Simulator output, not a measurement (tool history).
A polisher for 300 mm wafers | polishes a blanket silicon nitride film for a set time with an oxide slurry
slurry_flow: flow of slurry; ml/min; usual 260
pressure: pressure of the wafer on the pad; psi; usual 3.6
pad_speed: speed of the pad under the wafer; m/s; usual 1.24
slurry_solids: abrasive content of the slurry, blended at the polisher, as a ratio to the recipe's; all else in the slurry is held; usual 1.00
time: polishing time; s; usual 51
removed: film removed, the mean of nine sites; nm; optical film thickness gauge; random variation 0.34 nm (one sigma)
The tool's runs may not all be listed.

run    hour  slurry_flow  pressure  pad_speed  slurry_solids  time  incoming thickness of the incoming film, nm  removed
  1     0.0          260       4.1       1.08           1.00    51                                        314.1     31.4
  2    68.3          260       4.1       1.08           1.00    51                                        315.6     31.8
       82.5  -- worn pad replaced by a new one
  3   143.0          260       3.6       1.24           1.00    51                                        319.8     30.1
      214.9  -- conditioning disc replaced and pad reconditioned
      283.8  -- slurry blender recalibrated
  4   337.8          260       3.6       1.24           1.00    51                                        314.0     30.0
      354.9  -- worn pad replaced by a new one
      363.2  -- slurry nozzle cleaned
  5   405.5          260       3.6       1.24           1.00    51                                        320.2     30.5
  6   454.0          260       3.6       1.24           1.00    51                                        321.9     30.4
  7   523.3          260       3.6       1.24           1.00    51                                        322.7     29.1
      540.0  -- conditioning disc replaced and pad reconditioned
      595.1  -- head pressure recalibrated
  8   609.2          260       3.6       1.24           1.00    51                                        317.5     27.7
      627.0  -- slurry blender recalibrated
      681.0  -- worn pad replaced by a new one
  9   703.6          260       3.6       1.24           1.00    51                                        321.1     31.7
 10   797.1          260       2.8       1.24           1.00    67                                        326.6     30.2
      849.3  -- conditioning disc replaced and pad reconditioned
 11   903.6          260       3.6       1.24           1.00    33                                        324.1     18.7
      928.9  -- slurry blender recalibrated
      950.5  -- worn pad replaced by a new one
 12   951.0          260       3.6       1.24           1.00    51                                        318.1     31.8
 13  1021.5          260       3.6       1.24           1.00    51                                        315.6     31.0
 14  1111.9          320       3.6       1.36           1.00    33                                        321.1     20.7
     1160.8  -- conditioning disc replaced and pad reconditioned
     1174.5  -- head pressure recalibrated
     1182.5  -- slurry nozzle cleaned
 15  1202.6          260       4.4       1.24           0.80    51                                        316.7     31.9
     1215.8  -- worn pad replaced by a new one
     1246.5  -- slurry blender recalibrated
 16  1255.9          260       3.0       0.96           1.00    51                                        314.3     22.2
 17  1349.7          260       3.6       1.24           1.00    43                                        322.1     25.2
 18  1398.2          260       3.6       1.46           1.00    51                                        320.9     33.1
     1449.5  -- conditioning disc replaced and pad reconditioned
 19  1485.1          260       3.6       1.24           1.30    33                                        317.8     20.2

What the log doesn't show, run by run:
slurry flow missing at the pad, %: 0 in every run
deviation of the head's pressure from its setpoint, %: 0 in every run
time polished since the conditioner stopped cutting, s: 0 in every run
H1: removal rate lost through wear of the pad, %
H2: abrasive missing from the slurry, %
run     H1     H2
  1   4.65   2.53
  2   4.93   5.28
  3   2.67   10.6
  4   5.08  0.888
  5   2.09   3.44
  6   3.29   6.49
  7   4.25   12.6
  8    4.8     23
  9    1.1   1.33
 10   3.62   6.29
 11   4.68   16.5
 12  0.496  0.387
 13   3.12   2.13
 14   4.64   7.48
 15   5.24   16.4
 16   1.91   2.84
 17   4.02   5.11
 18   4.54   7.77
 19   5.02   15.1
